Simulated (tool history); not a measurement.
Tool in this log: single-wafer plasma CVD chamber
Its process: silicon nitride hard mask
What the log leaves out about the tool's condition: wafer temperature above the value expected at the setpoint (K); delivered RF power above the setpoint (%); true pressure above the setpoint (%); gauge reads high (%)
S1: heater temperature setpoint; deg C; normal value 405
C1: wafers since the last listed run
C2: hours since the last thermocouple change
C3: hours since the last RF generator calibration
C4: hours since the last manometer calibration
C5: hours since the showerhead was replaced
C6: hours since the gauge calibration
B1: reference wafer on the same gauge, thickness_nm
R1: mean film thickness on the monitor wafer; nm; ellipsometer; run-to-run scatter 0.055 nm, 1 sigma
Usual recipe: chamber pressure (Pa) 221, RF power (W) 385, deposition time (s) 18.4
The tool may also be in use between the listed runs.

{"run": 1, "hour": 0.0, "S1": 405, "chamber pressure (Pa)": 221, "RF power (W)": 385, "deposition time (s)": 18.4, "C1": 0, "C2": 1192.3, "C3": 1296.2, "C4": 360.3, "C5": 3196.8, "C6": 196.9, "B1": 27.98, "R1": 24.998}
{"run": 2, "hour": 88.2, "S1": 405, "chamber pressure (Pa)": 221, "RF power (W)": 385, "deposition time (s)": 18.4, "C1": 2452, "C2": 1280.5, "C3": 1384.4, "C4": 448.5, "C5": 3285, "C6": 285.1, "B1": 27.998, "R1": 24.944}
{"run": 3, "hour": 160.5, "S1": 405, "chamber pressure (Pa)": 221, "RF power (W)": 385, "deposition time (s)": 18.4, "C1": 2010, "C2": 1352.8, "C3": 1456.7, "C4": 520.8, "C5": 3357.3, "C6": 357.4, "B1": 27.995, "R1": 24.938}
{"run": 4, "hour": 363.6, "S1": 405, "chamber pressure (Pa)": 221, "RF power (W)": 385, "deposition time (s)": 18.4, "C1": 5647, "C2": 1555.9, "C3": 1659.8, "C4": 723.9, "C5": 3560.4, "C6": 560.5, "B1": 27.992, "R1": 24.967}
{"run": 5, "hour": 418.3, "S1": 413, "chamber pressure (Pa)": 240, "RF power (W)": 350, "deposition time (s)": 20.4, "C1": 1521, "C2": 1610.6, "C3": 1714.5, "C4": 778.6, "C5": 3615.1, "C6": 615.2, "B1": 28.009, "R1": 26.443}
{"run": 6, "hour": 495.0, "S1": 415, "chamber pressure (Pa)": 221, "RF power (W)": 350, "deposition time (s)": 18.4, "C1": 2132, "C2": 1687.3, "C3": 1791.2, "C4": 855.3, "C5": 3691.8, "C6": 691.9, "B1": 27.99, "R1": 23.268}
{"run": 7, "hour": 533.3, "S1": 405, "chamber pressure (Pa)": 221, "RF power (W)": 385, "deposition time (s)": 21.8, "C1": 1065, "C2": 1725.6, "C3": 1829.5, "C4": 893.6, "C5": 3730.1, "C6": 730.2, "B1": 27.998, "R1": 29.547}
{"hour": 825.7, "done": "thermocouple changed; heater temperature recalibrated"}
{"run": 8, "hour": 826.2, "S1": 410, "chamber pressure (Pa)": 243, "RF power (W)": 425, "deposition time (s)": 15.1, "C1": 7922, "C2": 0.5, "C3": 2122.4, "C4": 1186.5, "C5": 4023, "C6": 1023.1, "B1": 27.994, "R1": 22.063}
{"run": 9, "hour": 905.9, "S1": 416, "chamber pressure (Pa)": 221, "RF power (W)": 415, "deposition time (s)": 15.3, "C1": 2216, "C2": 80.2, "C3": 2202.1, "C4": 1266.2, "C5": 4102.7, "C6": 1102.8, "B1": 28.026, "R1": 21.455}
{"hour": 957.0, "done": "capacitance manometer re-zeroed and calibrated"}
{"run": 10, "hour": 966.0, "S1": 405, "chamber pressure (Pa)": 221, "RF power (W)": 385, "deposition time (s)": 18.4, "C1": 1448, "C2": 140.3, "C3": 2262.2, "C4": 9, "C5": 4162.8, "C6": 1162.9, "B1": 27.994, "R1": 25.354}
{"hour": 1092.3, "done": "RF generator calibrated"}
{"hour": 1140.3, "done": "showerhead replaced"}
{"run": 11, "hour": 1207.0, "S1": 405, "chamber pressure (Pa)": 221, "RF power (W)": 385, "deposition time (s)": 18.4, "C1": 6256, "C2": 381.3, "C3": 114.7, "C4": 250, "C5": 66.7, "C6": 1403.9, "B1": 27.976, "R1": 25.191}
{"run": 12, "hour": 1295.0, "S1": 405, "chamber pressure (Pa)": 221, "RF power (W)": 335, "deposition time (s)": 20, "C1": 2447, "C2": 469.3, "C3": 202.7, "C4": 338, "C5": 154.7, "C6": 1491.9, "B1": 27.984, "R1": 25.033}
{"run": 13, "hour": 1399.5, "S1": 405, "chamber pressure (Pa)": 221, "RF power (W)": 385, "deposition time (s)": 18.4, "C1": 2906, "C2": 573.8, "C3": 307.2, "C4": 442.5, "C5": 259.2, "C6": 1596.4, "B1": 27.997, "R1": 24.935}
{"run": 14, "hour": 1458.5, "S1": 413, "chamber pressure (Pa)": 203, "RF power (W)": 310, "deposition time (s)": 22, "C1": 1640, "C2": 632.8, "C3": 366.2, "C4": 501.5, "C5": 318.2, "C6": 1655.4, "B1": 27.977, "R1": 25.421}
{"run": 15, "hour": 1589.9, "S1": 405, "chamber pressure (Pa)": 221, "RF power (W)": 385, "deposition time (s)": 18.4, "C1": 3654, "C2": 764.2, "C3": 497.6, "C4": 632.9, "C5": 449.6, "C6": 1786.8, "B1": 28.014, "R1": 24.97}
{"run": 16, "hour": 1660.6, "S1": 405, "chamber pressure (Pa)": 221, "RF power (W)": 385, "deposition time (s)": 18.4, "C1": 1966, "C2": 834.9, "C3": 568.3, "C4": 703.6, "C5": 520.3, "C6": 1857.5, "B1": 28.011, "R1": 25.029}
{"run": 17, "hour": 1751.3, "S1": 413, "chamber pressure (Pa)": 268, "RF power (W)": 315, "deposition time (s)": 19.6, "C1": 2522, "C2": 925.6, "C3": 659, "C4": 794.3, "C5": 611, "C6": 1948.2, "B1": 27.991, "R1": 24.363}
{"run": 18, "hour": 1845.0, "S1": 405, "chamber pressure (Pa)": 221, "RF power (W)": 360, "deposition time (s)": 16.8, "C1": 2605, "C2": 1019.3, "C3": 752.7, "C4": 888, "C5": 704.7, "C6": 2041.9, "B1": 27.974, "R1": 21.788}
{"run": 19, "hour": 1886.1, "S1": 405, "chamber pressure (Pa)": 221, "RF power (W)": 385, "deposition time (s)": 18.4, "C1": 1142, "C2": 1060.4, "C3": 793.8, "C4": 929.1, "C5": 745.8, "C6": 2083, "B1": 28.007, "R1": 24.844}
{"run": 20, "hour": 1943.9, "S1": 405, "chamber pressure (Pa)": 221, "RF power (W)": 385, "deposition time (s)": 20.4, "C1": 1607, "C2": 1118.2, "C3": 851.6, "C4": 986.9, "C5": 803.6, "C6": 2140.8, "B1": 27.988, "R1": 27.543}
{"run": 21, "hour": 2038.2, "S1": 405, "chamber pressure (Pa)": 189, "RF power (W)": 420, "deposition time (s)": 17.4, "C1": 2622, "C2": 1212.5, "C3": 945.9, "C4": 1081.2, "C5": 897.9, "C6": 2235.1, "B1": 28.017, "R1": 23.937}
{"run": 22, "hour": 2108.2, "S1": 409, "chamber pressure (Pa)": 221, "RF power (W)": 385, "deposition time (s)": 21.3, "C1": 1946, "C2": 1282.5, "C3": 1015.9, "C4": 1151.2, "C5": 967.9, "C6": 2305.1, "B1": 27.991, "R1": 28.754}
{"run": 23, "hour": 2199.3, "S1": 396, "chamber pressure (Pa)": 221, "RF power (W)": 385, "deposition time (s)": 15.5, "C1": 2533, "C2": 1373.6, "C3": 1107, "C4": 1242.3, "C5": 1059, "C6": 2396.2, "B1": 27.994, "R1": 21.049}
{"run": 24, "hour": 2254.0, "S1": 414, "chamber pressure (Pa)": 221, "RF power (W)": 460, "deposition time (s)": 17.1, "C1": 1521, "C2": 1428.3, "C3": 1161.7, "C4": 1297, "C5": 1113.7, "C6": 2450.9, "B1": 28.013, "R1": 25.511}
{"hour": 2297.3, "done": "capacitance manometer re-zeroed and calibrated"}
{"run": 25, "hour": 2308.2, "S1": 405, "chamber pressure (Pa)": 221, "RF power (W)": 385, "deposition time (s)": 18.4, "C1": 1284, "C2": 1482.5, "C3": 1215.9, "C4": 10.9, "C5": 1167.9, "C6": 2505.1, "B1": 27.971, "R1": 25.366}
{"run": 26, "hour": 2414.1, "S1": 405, "chamber pressure (Pa)": 221, "RF power (W)": 385, "deposition time (s)": 18.4, "C1": 2944, "C2": 1588.4, "C3": 1321.8, "C4": 116.8, "C5": 1273.8, "C6": 2611, "B1": 27.982, "R1": 25.271}
{"run": 27, "hour": 2475.6, "S1": 401, "chamber pressure (Pa)": 221, "RF power (W)": 345, "deposition time (s)": 16, "C1": 1710, "C2": 1649.9, "C3": 1383.3, "C4": 178.3, "C5": 1335.3, "C6": 2672.5, "B1": 27.997, "R1": 20.564}
{"hour": 2573.1, "done": "thermocouple changed; heater temperature recalibrated"}
{"run": 28, "hour": 2573.6, "S1": 405, "chamber pressure (Pa)": 221, "RF power (W)": 385, "deposition time (s)": 16.3, "C1": 2502, "C2": 0.5, "C3": 1481.3, "C4": 276.3, "C5": 1433.3, "C6": 2770.5, "B1": 27.998, "R1": 22.23}
{"run": 29, "hour": 2638.9, "S1": 405, "chamber pressure (Pa)": 269, "RF power (W)": 350, "deposition time (s)": 20.8, "C1": 1815, "C2": 65.8, "C3": 1546.6, "C4": 341.6, "C5": 1498.6, "C6": 2835.8, "B1": 28.011, "R1": 27.988}

For each run, what was the tool's unlogged condition?
wafer temperature above the value expected at the setpoint (K): 0 at every run
delivered RF power above the setpoint (%): 0 at every run
gauge reads high (%): 0 at every run
H1: true pressure above the setpoint (%)
run=1 H1=-5.6
run=2 H1=-6.28
run=3 H1=-6.73
run=4 H1=-7.65
run=5 H1=-7.82
run=6 H1=-8.03
run=7 H1=-8.12
run=8 H1=-8.59
run=9 H1=-8.67
run=10 H1=-0.115
run=11 H1=-3.84
run=12 H1=-4.73
run=13 H1=-5.56
run=14 H1=-5.94
run=15 H1=-6.61
run=16 H1=-6.89
run=17 H1=-7.19
run=18 H1=-7.43
run=19 H1=-7.52
run=20 H1=-7.63
run=21 H1=-7.78
run=22 H1=-7.87
run=23 H1=-7.97
run=24 H1=-8.02
run=25 H1=0.18
run=26 H1=-1.72
run=27 H1=-2.62
run=28 H1=-3.79
run=29 H1=-4.43
